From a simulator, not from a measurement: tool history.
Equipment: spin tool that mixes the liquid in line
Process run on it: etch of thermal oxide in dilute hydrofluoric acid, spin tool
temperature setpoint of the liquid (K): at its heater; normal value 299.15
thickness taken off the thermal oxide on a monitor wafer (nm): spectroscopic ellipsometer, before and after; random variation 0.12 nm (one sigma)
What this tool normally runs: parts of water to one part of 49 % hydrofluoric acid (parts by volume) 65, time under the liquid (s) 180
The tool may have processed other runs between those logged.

run,hour,temperature setpoint of the liquid (K),parts of water to one part of 49 % hydrofluoric acid (parts by volume),time under the liquid (s),wafers since the last listed run,hours since the thermometer was replaced,hours since the hydrofluoric acid flow meter was replaced,hours since the gauge calibration,"read-back film thickness of the thermal oxide reference wafer, read on the same gauge (nm)",thickness taken off the thermal oxide on a monitor wafer (nm)
1,0,299.15,65,180,0,817.8,742.9,844.3,139.98,14.26
2,25.7,299.15,65,180,184,843.5,768.6,870,140.01,14.33
3,96.4,299.15,65,180,507,914.2,839.3,940.7,139.98,14.28
4,164.9,299.15,65,180,491,982.7,907.8,1009.2,139.98,14.07
5,198.2,299.15,65,180,239,1016,941.1,1042.5,140,14.28
6,235,299.15,65,225,264,1052.8,977.9,1079.3,140.03,17.84
7,300.7,299.15,65,225,471,1118.5,1043.6,1145,140,17.71
8,331.3,299.15,65,225,219,1149.1,1074.2,1175.6,139.99,17.59
9,381.6,295.65,50,180,361,1199.4,1124.5,1225.9,139.99,16.17
10,429,295.65,50,180,340,1246.8,1171.9,1273.3,140.01,16.35
11,459.6,295.65,50,180,219,1277.4,1202.5,1303.9,140,16.33
12,492.6,299.15,65,180,236,1310.4,1235.5,1336.9,140,14
# hour 501.2: gauge calibrated
13,545,299.15,65,180,376,1362.8,1287.9,43.8,140,13.95
# hour 547.3: hydrofluoric acid flow meter replaced
14,598.3,299.15,65,180,375,1416.1,51,97.1,140,14.7
15,632.5,299.15,65,125,245,1450.3,85.2,131.3,139.99,10.23
16,665,299.15,65,180,233,1482.8,117.7,163.8,139.99,14.83
# hour 785.6: thermometer replaced
17,804.2,299.15,40,80,992,18.6,256.9,303,140.02,10.8
18,852.3,295.65,50,180,345,66.7,305,351.1,140.02,16.74
19,918.5,295.65,90,180,475,132.9,371.2,417.3,139.99,8.87
20,985.6,303.15,75,220,481,200,438.3,484.4,140.01,17.7
21,1037.8,296.65,40,220,374,252.2,490.5,536.6,140.01,26.81
22,1099.9,303.15,65,180,445,314.3,552.6,598.7,139.98,16.86
23,1144.2,299.15,40,180,318,358.6,596.9,643,140,24.5
24,1177.8,294.65,65,180,241,392.2,630.5,676.6,140.02,11.82
25,1219.7,299.15,65,225,300,434.1,672.4,718.5,140.02,17.78
26,1264,299.15,90,235,318,478.4,716.7,762.8,140.01,13.04
27,1322.3,299.15,75,115,418,536.7,775,821.1,140,7.84
28,1371.8,299.15,95,85,355,586.2,824.5,870.6,140,4.39
29,1404.4,299.15,65,180,234,618.8,857.1,903.2,140,14.31
30,1465.9,299.15,65,180,441,680.3,918.6,964.7,140.01,14.24
31,1598.8,295.65,65,115,954,813.2,1051.5,1097.6,140.01,7.83
32,1624.8,296.15,65,180,186,839.2,1077.5,1123.6,140,12.57

Hidden state at the last listed run before each entry between runs and at the first one after, where it differs:
Between runs 12 and 13: gauge calibrated (hour 501.2)
  hydrofluoric acid flow below the setpoint (%): 5.05 -> 5.23
  difference, measured minus the result without the unlogged condition, thickness taken off the thermal oxide on a monitor wafer (nm): -0.81 -> -0.84
Between runs 13 and 14: hydrofluoric acid flow meter replaced (hour 547.3)
  hydrofluoric acid flow below the setpoint (%): 5.23 -> 1.28
  difference, measured minus the result without the unlogged condition, thickness taken off the thermal oxide on a monitor wafer (nm): -0.84 -> -0.21
Between runs 16 and 17: thermometer replaced (hour 785.6)
  hydrofluoric acid flow below the setpoint (%): 1.52 -> 2.01
  difference, measured minus the result without the unlogged condition, thickness taken off the thermal oxide on a monitor wafer (nm): -0.25 -> -0.23
